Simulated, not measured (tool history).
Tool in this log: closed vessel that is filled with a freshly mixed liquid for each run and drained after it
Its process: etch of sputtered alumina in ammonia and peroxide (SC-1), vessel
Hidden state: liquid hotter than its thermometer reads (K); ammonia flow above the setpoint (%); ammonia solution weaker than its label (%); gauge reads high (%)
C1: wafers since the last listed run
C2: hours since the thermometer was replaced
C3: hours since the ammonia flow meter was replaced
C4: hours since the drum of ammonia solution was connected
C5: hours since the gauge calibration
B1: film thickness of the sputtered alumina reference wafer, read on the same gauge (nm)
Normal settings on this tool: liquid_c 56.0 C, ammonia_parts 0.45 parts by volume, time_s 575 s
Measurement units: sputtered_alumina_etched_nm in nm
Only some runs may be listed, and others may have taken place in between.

Run 1, hour 0.0: usual settings; C1 0; C2 876.1; C3 452.8; C4 10.2; C5 556.6; B1 49.99. Result: sputtered_alumina_etched_nm 35.43 nm.
Run 2, hour 82.1: usual settings; C1 4866; C2 958.2; C3 534.9; C4 92.3; C5 638.7; B1 50.01. Result: sputtered_alumina_etched_nm 36.24 nm.
Run 3, hour 183.0: usual settings; C1 5981; C2 1059.1; C3 635.8; C4 193.2; C5 739.6; B1 49.99. Result: sputtered_alumina_etched_nm 36.16 nm.
Run 4, hour 242.5: usual settings; C1 3527; C2 1118.6; C3 695.3; C4 252.7; C5 799.1; B1 49.99. Result: sputtered_alumina_etched_nm 36.43 nm.
At hour 275.0: new drum of ammonia solution connected.
Run 5, hour 338.3: usual settings; C1 5619; C2 1214.4; C3 791.1; C4 63.3; C5 894.9; B1 49.99. Result: sputtered_alumina_etched_nm 36.27 nm.
Run 6, hour 376.1: usual settings; C1 2240; C2 1252.2; C3 828.9; C4 101.1; C5 932.7; B1 50.01. Result: sputtered_alumina_etched_nm 36.87 nm.
Run 7, hour 440.1: usual settings but liquid_c 50.5 C, time_s 735 s; C1 3793; C2 1316.2; C3 892.9; C4 165.1; C5 996.7; B1 49.99. Result: sputtered_alumina_etched_nm 34.98 nm.
At hour 541.5: new drum of ammonia solution connected.
At hour 605.1: thermometer replaced.
Run 8, hour 668.8: usual settings but liquid_c 50.5 C, time_s 735 s; C1 13438; C2 63.7; C3 1121.6; C4 127.3; C5 1225.4; B1 49.98. Result: sputtered_alumina_etched_nm 33.29 nm.
Run 9, hour 823.7: usual settings but time_s 445 s; C1 9182; C2 218.6; C3 1276.5; C4 282.2; C5 1380.3; B1 49.99. Result: sputtered_alumina_etched_nm 27.11 nm.
At hour 842.3: new drum of ammonia solution connected.
Run 10, hour 915.8: usual settings; C1 5400; C2 310.7; C3 1368.6; C4 73.5; C5 1472.4; B1 49.98. Result: sputtered_alumina_etched_nm 35.28 nm.
Run 11, hour 952.8: usual settings but ammonia_parts 0.40 parts by volume, time_s 705 s; C1 2193; C2 347.7; C3 1405.6; C4 110.5; C5 1509.4; B1 50.02. Result: sputtered_alumina_etched_nm 42.77 nm.
At hour 964.5: gauge calibrated.
Run 12, hour 1028.3: usual settings but liquid_c 52.0 C, ammonia_parts 0.40 parts by volume; C1 4475; C2 423.2; C3 1481.1; C4 186.0; C5 63.8; B1 49.99. Result: sputtered_alumina_etched_nm 28.05 nm.
Run 13, hour 1111.0: usual settings; C1 4902; C2 505.9; C3 1563.8; C4 268.7; C5 146.5; B1 49.98. Result: sputtered_alumina_etched_nm 35.36 nm.
At hour 1114.4: new drum of ammonia solution connected.
Run 14, hour 1178.3: usual settings but time_s 690 s; C1 3930; C2 573.2; C3 1631.1; C4 63.9; C5 213.8; B1 50.03. Result: sputtered_alumina_etched_nm 42.92 nm.
At hour 1190.2: ammonia flow meter replaced.
Run 15, hour 1221.2: usual settings but liquid_c 47.5 C, time_s 400 s; C1 2483; C2 616.1; C3 31.0; C4 106.8; C5 256.7; B1 49.99. Result: sputtered_alumina_etched_nm 15.73 nm.
Run 16, hour 1357.8: usual settings; C1 8097; C2 752.7; C3 167.6; C4 243.4; C5 393.3; B1 50.01. Result: sputtered_alumina_etched_nm 35.93 nm.
At hour 1410.6: new drum of ammonia solution connected.
Run 17, hour 1411.0: usual settings; C1 3094; C2 805.9; C3 220.8; C4 0.4; C5 446.5; B1 50.02. Result: sputtered_alumina_etched_nm 35.72 nm.
Run 18, hour 1517.0: usual settings but liquid_c 51.5 C, ammonia_parts 0.35 parts by volume, time_s 280 s; C1 6283; C2 911.9; C3 326.8; C4 106.4; C5 552.5; B1 50.01. Result: sputtered_alumina_etched_nm 13.63 nm.

Pick out some run-to-run changes in sputtered_alumina_etched_nm. Of each, how much would a tool without hidden state show as well, from the settings, what came in and chance, and how much is left for the hidden state and any gauge scatter not in both results compared?
Run 7 -> 8: new drum of ammonia solution connected, thermometer replaced. sputtered_alumina_etched_nm -1.69 nm: hidden state -1.70, all else +0.01.
Run 14 -> 15: liquid_c 56.0 -> 47.5, time_s 690 -> 400, ammonia flow meter replaced. sputtered_alumina_etched_nm -27.19 nm: hidden state -0.80, all else -26.39.
